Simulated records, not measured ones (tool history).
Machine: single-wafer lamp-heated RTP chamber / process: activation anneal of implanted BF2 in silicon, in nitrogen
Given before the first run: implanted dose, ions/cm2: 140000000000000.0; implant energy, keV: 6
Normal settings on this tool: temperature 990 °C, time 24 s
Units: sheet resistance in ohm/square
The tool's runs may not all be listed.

run	hour	temperature	time	wafers since the last listed run	wafers since the last pyrometer calibration	wafers since the reflector plate was cleaned	hours since the gauge calibration	read-back reference wafer on the same gauge, sheet resistance	sheet resistance
1	0.0	990	30	0	4828	4752	150.8	1123.08	919.86
2	6.7	990	24	120	4949	4873	157.5	1123.14	928.93
3	18.9	990	24	220	5169	5093	169.7	1123.02	928.04
4	36.0	990	24	308	5478	5402	186.8	1122.76	930.33
5	47.4	990	24	205	5683	5608	198.2	1123.11	928.70
6	62.5	990	24	272	5956	5880	213.3	1122.38	929.40
7	76.1	990	24	245	6201	6126	226.9	1122.64	925.67
8	86.4	990	24	185	6387	6312	237.2	1122.88	926.66
9	102.7	990	24	294	6681	6606	253.5	1122.98	925.79
10	119.2	990	24	297	6979	6903	270.0	1123.10	929.05
11	135.9	990	24	301	7281	7205	286.7	1123.04	926.62
12	146.7	990	24	194	7475	7400	297.5	1123.20	927.57
13	157.0	990	24	185	7661	7586	307.8	1122.56	928.44
14	166.2	990	24	166	7827	7752	317.0	1123.08	927.20
15	174.1	990	24	142	7970	7894	324.9	1123.19	924.16
16	182.6	990	24	153	8123	8048	333.4	1122.78	927.63
17	191.2	990	24	155	8279	8203	342.0	1122.92	927.92
18	203.2	990	24	216	8495	8419	354.0	1122.95	929.36
19	211.6	990	35	151	8647	8571	362.4	1123.62	915.05
20	218.3	1003	13	120	8768	8692	369.1	1122.81	939.91
21	227.6	990	24	167	8935	8860	378.4	1122.91	928.64
22	235.0	967	19	133	9069	8993	385.8	1122.23	945.04
23	250.9	990	18	286	9356	9280	401.7	1122.48	934.37
# hour 259.1: pyrometer window cleaned and pyrometer calibrated
24	264.7	990	24	104	101	9385	415.5	1122.79	937.76
# hour 284.5: reflector plate cleaned
25	285.0	990	24	221	323	9	435.8	1123.12	935.58
26	298.7	999	24	247	570	256	449.5	1123.18	926.67
# hour 299.4: gauge calibrated
27	313.7	969	17	270	841	527	14.3	1123.23	956.95
28	323.5	990	24	176	1018	704	24.1	1123.72	933.52
29	333.6	1007	20	182	1200	886	34.2	1122.93	926.44
30	349.3	990	24	283	1483	1170	49.9	1122.96	933.63

The next listed run, before its measurement:
31	362.3	990	24	234	1718	1404	62.9	?	?

read-back reference wafer on the same gauge, sheet resistance: 1123.01
sheet resistance: 932.88 ohm/square
Without the tool's hidden state the same run would have given sheet resistance 936.62 ohm/square.

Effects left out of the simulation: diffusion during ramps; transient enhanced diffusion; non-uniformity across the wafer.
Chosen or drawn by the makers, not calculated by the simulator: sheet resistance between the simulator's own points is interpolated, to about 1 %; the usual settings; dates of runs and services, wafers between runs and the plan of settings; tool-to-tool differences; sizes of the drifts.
